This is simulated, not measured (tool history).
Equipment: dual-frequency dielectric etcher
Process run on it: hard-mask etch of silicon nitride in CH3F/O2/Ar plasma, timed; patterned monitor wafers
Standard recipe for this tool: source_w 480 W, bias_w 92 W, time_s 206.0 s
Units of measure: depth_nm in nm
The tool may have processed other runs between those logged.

| run | hour | source_w | bias_w | time_s | read-back reference wafer on the same gauge, depth_nm | depth_nm |
|---|---|---|---|---|---|---|
| 1 | 0.0 | 480 | 92 | 206.0 | 158.3 | 165.0 |
| 2 | 31.5 | 480 | 92 | 206.0 | 157.2 | 164.6 |
| 3 | 69.9 | 480 | 92 | 206.0 | 156.8 | 163.4 |
| 4 | 127.6 | 480 | 92 | 244.5 | 156.1 | 194.2 |
| 5 | 156.5 | 480 | 92 | 244.5 | 155.8 | 194.5 |
| 6 | 185.7 | 480 | 92 | 244.5 | 155.6 | 193.1 |
| 7 | 224.3 | 480 | 92 | 206.0 | 155.0 | 162.6 |
| 8 | 284.4 | 480 | 92 | 206.0 | 154.6 | 161.2 |
| 9 | 334.7 | 480 | 92 | 206.0 | 154.2 | 162.1 |
| 10 | 395.3 | 480 | 92 | 206.0 | 154.0 | 161.6 |
|  | 461.8 | wet clean of the chamber |
| 11 | 463.5 | 410 | 92 | 206.0 | 153.6 | 148.8 |
| 12 | 522.4 | 410 | 92 | 206.0 | 153.5 | 148.6 |
| 13 | 561.2 | 410 | 92 | 206.0 | 152.9 | 148.2 |
| 14 | 591.5 | 510 | 92 | 206.0 | 153.0 | 165.1 |
| 15 | 653.5 | 480 | 92 | 206.0 | 153.0 | 160.1 |

Run 16 has not been measured yet. What should we expect?
| 16 | 717.9 | 400 | 92 | 206.0 | ? | ? |

{"run 16": {"read-back reference wafer on the same gauge, depth_nm": 152.4, "depth_nm": 145.4}}
On a tool with no hidden condition, and with the same random variation, this run would have come out at depth_nm 150.4 nm.
